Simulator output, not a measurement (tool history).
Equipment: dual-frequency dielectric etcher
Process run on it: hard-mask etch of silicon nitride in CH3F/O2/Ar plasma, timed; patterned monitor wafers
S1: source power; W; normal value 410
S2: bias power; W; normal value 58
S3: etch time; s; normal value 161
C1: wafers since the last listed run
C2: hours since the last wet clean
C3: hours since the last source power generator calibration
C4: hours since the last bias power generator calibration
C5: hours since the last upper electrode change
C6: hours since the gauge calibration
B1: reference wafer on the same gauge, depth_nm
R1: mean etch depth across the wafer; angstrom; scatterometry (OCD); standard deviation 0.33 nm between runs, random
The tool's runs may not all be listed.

run,hour,S1,S2,S3,C1,C2,C3,C4,C5,C6,B1,R1
1,0,410,58,161,0,373.2,3379.8,2506.6,2197.9,334.8,98,1035
2,15.4,410,58,161,132,388.6,3395.2,2522,2213.3,350.2,98.1,1036
3,24.5,410,58,161,78,397.7,3404.3,2531.1,2222.4,359.3,98,1036
4,31.7,410,54,161,62,404.9,3411.5,2538.3,2229.6,366.5,98,1020
5,39.6,360,58,135.5,68,412.8,3419.4,2546.2,2237.5,374.4,97.9,826
6,45.7,360,58,135.5,52,418.9,3425.5,2552.3,2243.6,380.5,98,831
7,59.9,360,58,135.5,122,433.1,3439.7,2566.5,2257.8,394.7,97.9,830
8,73.3,410,58,161,115,446.5,3453.1,2579.9,2271.2,408.1,98.1,1036
# hour 92.1: bias power generator calibrated
# hour 92.6: gauge calibrated
9,121.6,410,58,161,382,494.8,3501.4,29.5,2319.5,29,98,1025
10,135.7,410,58,161,121,508.9,3515.5,43.6,2333.6,43.1,98,1027
11,144.6,410,58,161,76,517.8,3524.4,52.5,2342.5,52,98,1025
12,154.1,410,58,161,81,527.3,3533.9,62,2352,61.5,98,1023
13,187.5,350,47,182.5,288,560.7,3567.3,95.4,2385.4,94.9,97.9,1047
14,195.7,410,63,208,70,568.9,3575.5,103.6,2393.6,103.1,98,1335
# hour 221.7: source power generator calibrated
# hour 221.8: wet clean of the chamber
15,222.3,410,46,161,194,0.5,0.6,130.2,2420.2,129.7,98,1028
16,222.6,410,58,161,2,0.8,0.9,130.5,2420.5,130,98.1,1073
# hour 250.9: upper electrode replaced
17,251.4,320,58,114,41,29.6,29.7,159.3,0.5,158.8,98,690
18,251.8,410,58,161,3,30,30.1,159.7,0.9,159.2,98,1074
19,252.2,410,58,161,3,30.4,30.5,160.1,1.3,159.6,98,1070
20,258,450,58,119.5,50,36.2,36.3,165.9,7.1,165.4,98,822
21,282.4,410,58,161,210,60.6,60.7,190.3,31.5,189.8,98,1067
22,300.2,410,58,204,153,78.4,78.5,208.1,49.3,207.6,98,1354
23,306.4,410,49,134,53,84.6,84.7,214.3,55.5,213.8,98,861
24,316.2,410,68,185.5,84,94.4,94.5,224.1,65.3,223.6,97.9,1268
25,328.7,340,52,161,107,106.9,107,236.6,77.8,236.1,98,971
26,339.3,380,68,138.5,91,117.5,117.6,247.2,88.4,246.7,98,914
27,351.4,410,48,193.5,104,129.6,129.7,259.3,100.5,258.8,98,1228
28,364.8,410,58,161,115,143,143.1,272.7,113.9,272.2,98,1062
29,381.1,480,65,143,140,159.3,159.4,289,130.2,288.5,98,1023
30,391.3,410,58,161,88,169.5,169.6,299.2,140.4,298.7,98,1056
31,400.7,410,58,118,81,178.9,179,308.6,149.8,308.1,98,777

Hidden state or all else? Some run-to-run changes of R1, split into what the settings, what came in and random variation would give without the hidden state, and what is left for the hidden state (with any gauge scatter that isn't in both results):
The tool's hidden condition here consists of: etch rate over this chamber's usual, %; source power that arrives over what is set, %; bias power that arrives over what is set, %; gauge reads high (%).
Run 7 -> 8: S1 360 -> 410, S3 135.5 -> 161. R1 +206 angstrom: hidden state -9, all else +215.
Run 13 -> 14: S1 350 -> 410, S2 47 -> 63, S3 182.5 -> 208. R1 +288 angstrom: hidden state -16, all else +304.
Run 14 -> 15: S2 63 -> 46, S3 208 -> 161, source power generator calibrated, wet clean of the chamber. R1 -307 angstrom: hidden state +68, all else -375.
Run 17 -> 18: S1 320 -> 410, S3 114 -> 161. R1 +384 angstrom: hidden state -2, all else +386.
Run 22 -> 23: S2 58 -> 49, S3 204 -> 134. R1 -493 angstrom: hidden state +4, all else -497.
Run 23 -> 24: S2 49 -> 68, S3 134 -> 185.5. R1 +407 angstrom: hidden state -5, all else +412.
